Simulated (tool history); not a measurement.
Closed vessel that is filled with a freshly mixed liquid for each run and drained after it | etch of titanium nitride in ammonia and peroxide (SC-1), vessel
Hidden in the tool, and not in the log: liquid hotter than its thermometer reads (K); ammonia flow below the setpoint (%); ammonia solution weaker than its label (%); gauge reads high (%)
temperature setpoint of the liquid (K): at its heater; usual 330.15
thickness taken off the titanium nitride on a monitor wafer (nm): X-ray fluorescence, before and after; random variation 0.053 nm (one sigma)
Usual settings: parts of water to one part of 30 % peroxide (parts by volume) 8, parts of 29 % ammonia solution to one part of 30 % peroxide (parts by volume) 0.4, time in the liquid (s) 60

run	hour	temperature setpoint of the liquid (K)	parts of water to one part of 30 % peroxide (parts by volume)	parts of 29 % ammonia solution to one part of 30 % peroxide (parts by volume)	time in the liquid (s)	wafers since the last listed run	hours since the thermometer was replaced	hours since the ammonia flow meter was replaced	hours since the drum of ammonia solution was connected	hours since the gauge calibration	read-back film thickness of the titanium nitride reference wafer, read on the same gauge (nm)	thickness taken off the titanium nitride on a monitor wafer (nm)
1	0	330.15	8	0.4	60	0	1607.2	125	333.9	2975.4	69.98	11.23
2	59.2	330.15	8	0.4	60	7929	1666.4	184.2	393.1	3034.6	70.03	11.18
3	125.1	330.15	8	0.4	60	8826	1732.3	250.1	459	3100.5	69.99	11.19
4	225.7	330.15	5.5	0.5	60	13474	1832.9	350.7	559.6	3201.1	69.99	13.88
5	340.2	330.15	5.5	0.5	60	15335	1947.4	465.2	674.1	3315.6	69.98	13.86
# hour 397.9: thermometer replaced
6	447.9	330.15	5.5	0.5	60	14291	50	572.9	781.8	3423.3	69.99	13.78
7	498.8	330.15	8	0.4	60	6817	100.9	623.8	832.7	3474.2	70.04	11.04
# hour 571: gauge calibrated
8	582.2	330.15	8	0.4	60	11170	184.3	707.2	916.1	11.2	69.98	11.16
9	659.6	330.15	8	0.4	60	10366	261.7	784.6	993.5	88.6	70.01	11.02
10	708.4	330.15	8	0.45	50	6536	310.5	833.4	1042.3	137.4	69.99	9.45
11	778.5	330.15	5.5	0.5	60	9389	380.6	903.5	1112.4	207.5	69.98	13.73
12	840.1	325.15	10.5	0.35	85	8250	442.2	965.1	1174	269.1	70.01	9.51
# hour 855.7: new drum of ammonia solution connected
13	917.4	324.15	8	0.25	35	10219	519.5	1042.4	61.7	346.4	70.02	3.93
14	972	326.65	10	0.4	50	7313	574.1	1097	116.3	401	70.03	6.45
15	1077.1	326.65	8	0.4	60	14076	679.2	1202.1	221.4	506.1	69.98	8.73
16	1184.8	321.15	10	0.5	60	14425	786.9	1309.8	329.1	613.8	69.99	5.45
17	1223.6	330.15	8	0.4	60	5196	825.7	1348.6	367.9	652.6	69.98	10.91
18	1320.8	330.15	8	0.4	60	13018	922.9	1445.8	465.1	749.8	69.99	10.97
19	1413	323.65	10.5	0.6	30	12349	1015.1	1538	557.3	842	70.03	3.28
20	1468.2	322.15	6.5	0.5	80	7393	1070.3	1593.2	612.5	897.2	70.01	9.73
# hour 1500.7: ammonia flow meter replaced
21	1549.8	324.65	8	0.35	60	10795	1151.9	49.1	694.1	978.8	70	7.46
22	1624.9	330.15	8	0.4	60	10058	1227	124.2	769.2	1053.9	70.02	11.12
23	1803.2	330.15	10	0.4	45	23881	1405.3	302.5	947.5	1232.2	69.98	7.39
# hour 1904.6: new drum of ammonia solution connected
24	1919.8	335.15	11.5	0.6	30	15483	1521.9	419.1	15.2	1348.8	69.98	6.83
25	2023.1	333.65	5	0.55	80	13835	1625.2	522.4	118.5	1452.1	70	24.81

The next listed run, before its measurement:
26	2111.1	339.65	8	0.4	45	11786	1713.2	610.4	206.5	1540.1	?	?

Run 26 gave read-back film thickness of the titanium nitride reference wafer, read on the same gauge (nm) 70.03, thickness taken off the titanium nitride on a monitor wafer (nm) 15.37.
Without the tool's hidden state the same run would have given thickness taken off the titanium nitride on a monitor wafer (nm) 15.56.

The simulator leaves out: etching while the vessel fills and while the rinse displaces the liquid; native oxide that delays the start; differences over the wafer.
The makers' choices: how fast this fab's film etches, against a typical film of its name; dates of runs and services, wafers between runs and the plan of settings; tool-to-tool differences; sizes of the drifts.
